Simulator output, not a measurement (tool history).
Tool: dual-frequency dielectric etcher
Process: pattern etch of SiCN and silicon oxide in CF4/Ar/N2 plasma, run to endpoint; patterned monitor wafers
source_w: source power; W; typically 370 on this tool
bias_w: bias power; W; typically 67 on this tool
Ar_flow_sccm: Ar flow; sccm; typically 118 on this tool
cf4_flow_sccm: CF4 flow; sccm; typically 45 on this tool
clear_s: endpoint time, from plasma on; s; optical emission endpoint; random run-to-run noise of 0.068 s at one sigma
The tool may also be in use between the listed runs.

| run | day | source_w | bias_w | Ar_flow_sccm | cf4_flow_sccm | wafers since the last listed run | hours since the last wet clean | hours since the last source power generator calibration | hours since the last bias power generator calibration | hours since the last Ar flow controller change | hours since the last CF4 flow controller change | hours since the last upper electrode change | incoming incoming film thickness, nm | clear_s |
|---|---|---|---|---|---|---|---|---|---|---|---|---|---|---|
| 1 | 0.000 | 370 | 67 | 137 | 45 | 0 | 402.2 | 3403.7 | 43.6 | 2570.6 | 3288.8 | 57.6 | 11.08 | 19.6 |
| 2 | 0.571 | 370 | 67 | 118 | 52 | 278 | 415.9 | 3417.4 | 57.3 | 2584.3 | 3302.5 | 71.3 | 11.05 | 18.8 |
| 3 | 1.154 | 370 | 67 | 118 | 45 | 284 | 429.9 | 3431.4 | 71.3 | 2598.3 | 3316.5 | 85.3 | 11.23 | 19.6 |
|  | 1.367 | source power generator calibrated |
|  | 2.658 | wet clean of the chamber |
|  | 2.808 | CF4 flow controller replaced |
| 4 | 2.829 | 370 | 62 | 88 | 49 | 174 | 4.1 | 35.1 | 111.5 | 2638.5 | 0.5 | 125.5 | 11.17 | 19.3 |
| 5 | 2.842 | 430 | 73 | 148 | 38 | 6 | 4.4 | 35.4 | 111.8 | 2638.8 | 0.8 | 125.8 | 11.11 | 18.7 |
| 6 | 2.858 | 460 | 67 | 118 | 45 | 8 | 4.8 | 35.8 | 112.2 | 2639.2 | 1.2 | 126.2 | 11.22 | 17.6 |
|  | 3.167 | Ar flow controller replaced |
| 7 | 3.267 | 320 | 67 | 118 | 37 | 77 | 14.6 | 45.6 | 122.0 | 2.4 | 11.0 | 136.0 | 11.11 | 21.7 |
| 8 | 3.708 | 310 | 67 | 133 | 45 | 215 | 25.2 | 56.2 | 132.6 | 13.0 | 21.6 | 146.6 | 11.08 | 21.6 |
| 9 | 3.971 | 400 | 67 | 99 | 45 | 127 | 31.5 | 62.5 | 138.9 | 19.3 | 27.9 | 152.9 | 11.12 | 18.6 |
| 10 | 4.396 | 370 | 67 | 118 | 45 | 207 | 41.7 | 72.7 | 149.1 | 29.5 | 38.1 | 163.1 | 11.03 | 19.5 |
| 11 | 4.692 | 370 | 67 | 118 | 55 | 144 | 48.8 | 79.8 | 156.2 | 36.6 | 45.2 | 170.2 | 11.10 | 19.1 |
| 12 | 4.954 | 420 | 77 | 135 | 55 | 127 | 55.1 | 86.1 | 162.5 | 42.9 | 51.5 | 176.5 | 11.18 | 17.6 |
| 13 | 5.321 | 460 | 52 | 118 | 45 | 178 | 63.9 | 94.9 | 171.3 | 51.7 | 60.3 | 185.3 | 11.13 | 18.6 |
| 14 | 6.058 | 400 | 79 | 88 | 49 | 359 | 81.6 | 112.6 | 189.0 | 69.4 | 78.0 | 203.0 | 10.92 | 17.1 |
|  | 7.508 | wet clean of the chamber, repeated, since the last time left the tool worse |
| 15 | 7.888 | 340 | 76 | 129 | 45 | 404 | 9.1 | 156.5 | 232.9 | 113.3 | 121.9 | 246.9 | 10.90 | 19.0 |
| 16 | 8.142 | 370 | 67 | 118 | 45 | 123 | 15.2 | 162.6 | 239.0 | 119.4 | 128.0 | 253.0 | 11.05 | 18.9 |
| 17 | 8.462 | 410 | 67 | 118 | 45 | 156 | 22.9 | 170.3 | 246.7 | 127.1 | 135.7 | 260.7 | 11.06 | 17.9 |
| 18 | 8.792 | 370 | 67 | 118 | 45 | 160 | 30.8 | 178.2 | 254.6 | 135.0 | 143.6 | 268.6 | 11.08 | 19.0 |
| 19 | 9.167 | 370 | 67 | 95 | 41 | 182 | 39.8 | 187.2 | 263.6 | 144.0 | 152.6 | 277.6 | 10.97 | 18.7 |
| 20 | 9.808 | 370 | 67 | 118 | 45 | 312 | 55.2 | 202.6 | 279.0 | 159.4 | 168.0 | 293.0 | 11.22 | 19.3 |
| 21 | 10.442 | 310 | 67 | 139 | 37 | 308 | 70.4 | 217.8 | 294.2 | 174.6 | 183.2 | 308.2 | 11.05 | 21.7 |
| 22 | 11.117 | 370 | 59 | 118 | 56 | 328 | 86.6 | 234.0 | 310.4 | 190.8 | 199.4 | 324.4 | 11.17 | 19.1 |
| 23 | 11.371 | 370 | 67 | 105 | 49 | 123 | 92.7 | 240.1 | 316.5 | 196.9 | 205.5 | 330.5 | 10.96 | 18.4 |
| 24 | 12.117 | 370 | 67 | 98 | 45 | 363 | 110.6 | 258.0 | 334.4 | 214.8 | 223.4 | 348.4 | 11.24 | 19.1 |
| 25 | 12.571 | 350 | 72 | 102 | 38 | 221 | 121.5 | 268.9 | 345.3 | 225.7 | 234.3 | 359.3 | 11.18 | 19.6 |

Branching from run 25: 3 alternative next runs. What would each branch give?
| A | 12.588 | 370 | 67 | 118 | 45 | 8 | 121.9 | 269.3 | 345.7 | 226.1 | 234.7 | 359.7 | 11.22 | ? |
| B | 12.588 | 420 | 55 | 118 | 45 | 8 | 121.9 | 269.3 | 345.7 | 226.1 | 234.7 | 359.7 | 11.22 | ? |
| C | 12.588 | 370 | 52 | 118 | 45 | 8 | 121.9 | 269.3 | 345.7 | 226.1 | 234.7 | 359.7 | 11.22 | ? |

| run | clear_s |
|---|---|
| A | 19.2 |
| B | 18.9 |
| C | 20.4 |
With no hidden state in the tool, these same runs would have given:
| run | clear_s |
|---|---|
| A | 19.1 |
| B | 18.8 |
| C | 20.3 |

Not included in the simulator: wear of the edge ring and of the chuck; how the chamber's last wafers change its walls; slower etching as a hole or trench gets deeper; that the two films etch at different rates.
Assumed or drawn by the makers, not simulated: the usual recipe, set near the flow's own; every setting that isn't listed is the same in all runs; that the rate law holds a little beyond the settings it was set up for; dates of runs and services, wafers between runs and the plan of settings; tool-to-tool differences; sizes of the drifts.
